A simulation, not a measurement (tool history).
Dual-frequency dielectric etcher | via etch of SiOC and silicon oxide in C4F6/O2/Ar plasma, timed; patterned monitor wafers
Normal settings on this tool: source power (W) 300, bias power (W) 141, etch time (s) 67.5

run,hour,source power (W),bias power (W),etch time (s),"read-back reference wafer on the same gauge, depth_nm",mean etch depth across the wafer (Å)
1,0.0,270,141,81.5,54.4,731
2,10.2,250,157,67.5,54.5,615
3,21.9,250,157,67.5,54.4,622
4,37.7,360,141,63.0,54.4,627
5,46.7,300,141,67.5,54.4,634
6,61.8,300,141,67.5,54.4,632
7,78.4,300,141,67.5,54.4,631
8,96.4,300,141,67.5,54.4,631
9,103.0,300,141,67.5,54.4,626
10,119.5,300,150,67.5,54.4,647
11,125.9,300,150,67.5,54.4,649
# hour 141.9: source power generator calibrated
12,142.4,300,141,67.5,54.4,629
# hour 142.8: gauge calibrated
13,153.5,300,141,67.5,54.4,632
14,167.7,300,141,67.5,54.4,632
15,184.5,230,152,53.0,54.4,472
# hour 211.1: wet clean of the chamber
16,211.6,340,155,86.0,54.5,838
17,211.9,300,141,67.5,54.5,607
18,223.5,370,141,80.0,54.4,766
# hour 254.1: bias power generator calibrated
# hour 255.4: upper electrode replaced
19,255.9,300,141,81.0,54.4,729
20,256.3,370,112,78.0,54.4,685
21,266.7,300,164,67.5,54.5,646
# hour 297.3: wet clean of the chamber, repeated, since the last time left the tool worse
22,297.8,350,165,67.5,54.4,698
23,298.1,260,141,67.5,54.3,600
24,309.9,260,115,80.0,54.4,645
25,320.4,220,141,67.5,54.4,563
26,334.2,340,155,86.0,54.5,866
27,345.4,300,141,67.5,54.4,627
28,363.1,250,157,67.5,54.4,617

Forecast each of these 3 alternatives for the next run:
A,363.5,300,141,55.5,?,?
B,363.5,360,162,85.5,?,?
C,363.5,270,161,73.0,?,?

run,"read-back reference wafer on the same gauge, depth_nm",mean etch depth across the wafer (Å)
A,54.4,510
B,54.4,884
C,54.4,688
Without the tool's unlogged condition, the same runs would have read:
run,mean etch depth across the wafer (Å)
A,508
B,880
C,685

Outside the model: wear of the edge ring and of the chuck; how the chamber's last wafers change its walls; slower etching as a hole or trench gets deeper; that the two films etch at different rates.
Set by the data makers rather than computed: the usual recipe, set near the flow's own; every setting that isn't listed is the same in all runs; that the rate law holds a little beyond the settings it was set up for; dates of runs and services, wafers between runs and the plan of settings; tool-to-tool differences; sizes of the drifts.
